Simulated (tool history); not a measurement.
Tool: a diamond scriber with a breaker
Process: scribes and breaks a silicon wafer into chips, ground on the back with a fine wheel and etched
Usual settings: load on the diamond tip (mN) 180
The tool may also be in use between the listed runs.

run   hour  load on the diamond tip (mN)  incoming depth of the damage left on the back of the incoming wafer, um  depth of the median crack under the scribed line (um)  chips rejected at inspection after the break (%)
  1    0.0                           180                                                                     0.68                                                   7.92                                              3.66
  2   29.8                           180                                                                     0.59                                                   8.12                                              3.84
  3   50.6                           154                                                                     0.73                                                   6.64                                             11.12
  4  139.9                           154                                                                     0.55                                                   6.56                                             14.42
  5  175.7                           212                                                                     0.45                                                   8.42                                              1.75
     192.3  -- load on the tip recalibrated
  6  195.9                           212                                                                     0.37                                                   8.25                                              1.96
  7  222.4                           212                                                                     0.52                                                   8.34                                              2.27
  8  235.4                           223                                                                     0.70                                                   8.58                                              1.55
  9  247.5                           223                                                                     0.62                                                   8.70                                              1.72
     263.2  -- diamond tip replaced by a new one
 10  278.8                           221                                                                     0.38                                                  10.37                                              5.05
 11  324.0                           233                                                                     0.47                                                  11.28                                              7.43
 12  354.2                           180                                                                     0.59                                                   8.85                                              1.46
 13  380.5                           153                                                                     0.54                                                   7.68                                              4.62
 14  411.4                           212                                                                     0.74                                                  10.31                                              3.65
 15  425.3                           133                                                                     0.39                                                   6.57                                             12.86
 16  449.2                           212                                                                     0.49                                                  10.33                                              2.95
 17  475.0                           226                                                                     0.76                                                  10.33                                              5.94
 18  492.0                           225                                                                     0.53                                                  10.35                                              4.83

5 ways to go on from here, each from the tool as it stands after run 18. What would each give?
  A  492.5                           180                                                                     0.51                                                      ?                                                 ?
  B  492.5                           198                                                                     0.51                                                      ?                                                 ?
  C  492.5                           157                                                                     0.51                                                      ?                                                 ?
  D  492.5                           217                                                                     0.51                                                      ?                                                 ?
  E  492.5                           155                                                                     0.51                                                      ?                                                 ?

run  depth of the median crack under the scribed line (um)  chips rejected at inspection after the break (%)
  A                                                   8.65                                              1.63
  B                                                   9.37                                              2.20
  C                                                   7.68                                              4.64
  D                                                  10.11                                              4.62
  E                                                   7.59                                              5.16
Without the tool's hidden state the same runs would have given:
run  depth of the median crack under the scribed line (um)  chips rejected at inspection after the break (%)
  A                                                   8.81                                              1.57
  B                                                   9.55                                              2.62
  C                                                   7.82                                              3.88
  D                                                  10.29                                              5.48
  E                                                   7.73                                              4.34

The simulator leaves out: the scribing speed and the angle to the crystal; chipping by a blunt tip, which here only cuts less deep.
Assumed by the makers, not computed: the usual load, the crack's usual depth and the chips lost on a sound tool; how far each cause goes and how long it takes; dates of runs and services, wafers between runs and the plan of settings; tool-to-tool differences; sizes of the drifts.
